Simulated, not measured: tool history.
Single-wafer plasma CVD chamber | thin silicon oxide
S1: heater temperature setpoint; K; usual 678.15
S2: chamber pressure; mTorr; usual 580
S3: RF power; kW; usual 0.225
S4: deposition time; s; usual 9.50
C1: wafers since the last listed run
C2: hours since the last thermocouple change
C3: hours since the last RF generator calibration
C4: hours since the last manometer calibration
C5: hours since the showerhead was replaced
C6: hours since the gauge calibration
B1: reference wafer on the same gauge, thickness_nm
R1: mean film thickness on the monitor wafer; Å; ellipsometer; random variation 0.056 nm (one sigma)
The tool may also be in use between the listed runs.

| run | hour | S1 | S2 | S3 | S4 | C1 | C2 | C3 | C4 | C5 | C6 | B1 | R1 |
|---|---|---|---|---|---|---|---|---|---|---|---|---|---|
| 1 | 0.0 | 678.15 | 580 | 0.235 | 8.40 | 0 | 2084.3 | 750.7 | 1295.5 | 5162.1 | 238.2 | 11.723 | 103.72 |
| 2 | 17.5 | 678.15 | 580 | 0.235 | 8.40 | 767 | 2101.8 | 768.2 | 1313.0 | 5179.6 | 255.7 | 11.706 | 103.08 |
| 3 | 31.9 | 678.15 | 580 | 0.235 | 8.40 | 631 | 2116.2 | 782.6 | 1327.4 | 5194.0 | 270.1 | 11.710 | 103.37 |
| 4 | 47.9 | 678.15 | 580 | 0.210 | 9.50 | 701 | 2132.2 | 798.6 | 1343.4 | 5210.0 | 286.1 | 11.701 | 109.84 |
| 5 | 80.8 | 678.15 | 580 | 0.210 | 9.50 | 1442 | 2165.1 | 831.5 | 1376.3 | 5242.9 | 319.0 | 11.694 | 110.26 |
| 6 | 93.8 | 678.15 | 580 | 0.210 | 9.50 | 570 | 2178.1 | 844.5 | 1389.3 | 5255.9 | 332.0 | 11.697 | 110.16 |
| 7 | 135.5 | 678.15 | 580 | 0.225 | 9.50 | 1828 | 2219.8 | 886.2 | 1431.0 | 5297.6 | 373.7 | 11.702 | 114.64 |
| 8 | 147.5 | 678.15 | 580 | 0.225 | 10.14 | 526 | 2231.8 | 898.2 | 1443.0 | 5309.6 | 385.7 | 11.712 | 122.92 |
| 9 | 161.4 | 678.15 | 580 | 0.225 | 10.14 | 609 | 2245.7 | 912.1 | 1456.9 | 5323.5 | 399.6 | 11.708 | 121.89 |
|  | 188.4 | thermocouple changed; heater temperature recalibrated |
| 10 | 188.9 | 678.15 | 689 | 0.225 | 9.50 | 855 | 0.5 | 939.6 | 1484.4 | 5351.0 | 427.1 | 11.689 | 135.28 |
|  | 212.1 | capacitance manometer re-zeroed and calibrated |
| 11 | 212.6 | 678.15 | 689 | 0.225 | 9.50 | 688 | 24.2 | 963.3 | 0.5 | 5374.7 | 450.8 | 11.694 | 127.80 |
| 12 | 241.5 | 678.15 | 580 | 0.225 | 9.50 | 1267 | 53.1 | 992.2 | 29.4 | 5403.6 | 479.7 | 11.699 | 109.75 |
|  | 259.8 | RF generator calibrated |
| 13 | 261.2 | 673.15 | 441 | 0.240 | 9.50 | 513 | 72.8 | 1.4 | 49.1 | 5423.3 | 499.4 | 11.706 | 86.69 |
|  | 275.1 | showerhead replaced |
| 14 | 281.6 | 686.15 | 664 | 0.185 | 10.63 | 543 | 93.2 | 21.8 | 69.5 | 6.5 | 519.8 | 11.709 | 123.94 |
| 15 | 303.2 | 678.15 | 580 | 0.225 | 9.50 | 947 | 114.8 | 43.4 | 91.1 | 28.1 | 541.4 | 11.704 | 110.08 |
| 16 | 335.2 | 674.15 | 506 | 0.225 | 11.16 | 1403 | 146.8 | 75.4 | 123.1 | 60.1 | 573.4 | 11.706 | 113.08 |
|  | 340.3 | gauge calibrated |
| 17 | 370.3 | 678.15 | 665 | 0.225 | 9.50 | 1539 | 181.9 | 110.5 | 158.2 | 95.2 | 30.0 | 11.701 | 125.53 |
| 18 | 385.5 | 678.15 | 453 | 0.240 | 9.50 | 666 | 197.1 | 125.7 | 173.4 | 110.4 | 45.2 | 11.704 | 89.80 |
| 19 | 443.8 | 663.15 | 580 | 0.270 | 9.50 | 2556 | 255.4 | 184.0 | 231.7 | 168.7 | 103.5 | 11.701 | 124.28 |
| 20 | 464.6 | 678.15 | 648 | 0.225 | 9.50 | 912 | 276.2 | 204.8 | 252.5 | 189.5 | 124.3 | 11.707 | 123.46 |
| 21 | 494.9 | 687.15 | 580 | 0.260 | 9.50 | 1328 | 306.5 | 235.1 | 282.8 | 219.8 | 154.6 | 11.721 | 121.37 |
| 22 | 514.0 | 678.15 | 580 | 0.225 | 9.50 | 837 | 325.6 | 254.2 | 301.9 | 238.9 | 173.7 | 11.700 | 112.44 |
| 23 | 535.9 | 678.15 | 580 | 0.225 | 9.50 | 960 | 347.5 | 276.1 | 323.8 | 260.8 | 195.6 | 11.693 | 111.86 |
| 24 | 548.1 | 674.15 | 480 | 0.200 | 11.23 | 534 | 359.7 | 288.3 | 336.0 | 273.0 | 207.8 | 11.698 | 103.48 |

3 ways to go on from here, each from the tool as it stands after run 24. What would each give?
| A | 548.5 | 678.15 | 580 | 0.225 | 9.50 | 17 | 360.1 | 288.7 | 336.4 | 273.4 | 208.2 | ? | ? |
| B | 548.5 | 687.15 | 528 | 0.225 | 8.34 | 17 | 360.1 | 288.7 | 336.4 | 273.4 | 208.2 | ? | ? |
| C | 548.5 | 678.15 | 522 | 0.240 | 9.50 | 17 | 360.1 | 288.7 | 336.4 | 273.4 | 208.2 | ? | ? |

| run | B1 | R1 |
|---|---|---|
| A | 11.700 | 112.45 |
| B | 11.700 | 89.72 |
| C | 11.700 | 105.25 |
Without the tool's hidden state the same runs would have given:
| run | R1 |
|---|---|
| A | 107.28 |
| B | 85.45 |
| C | 100.24 |
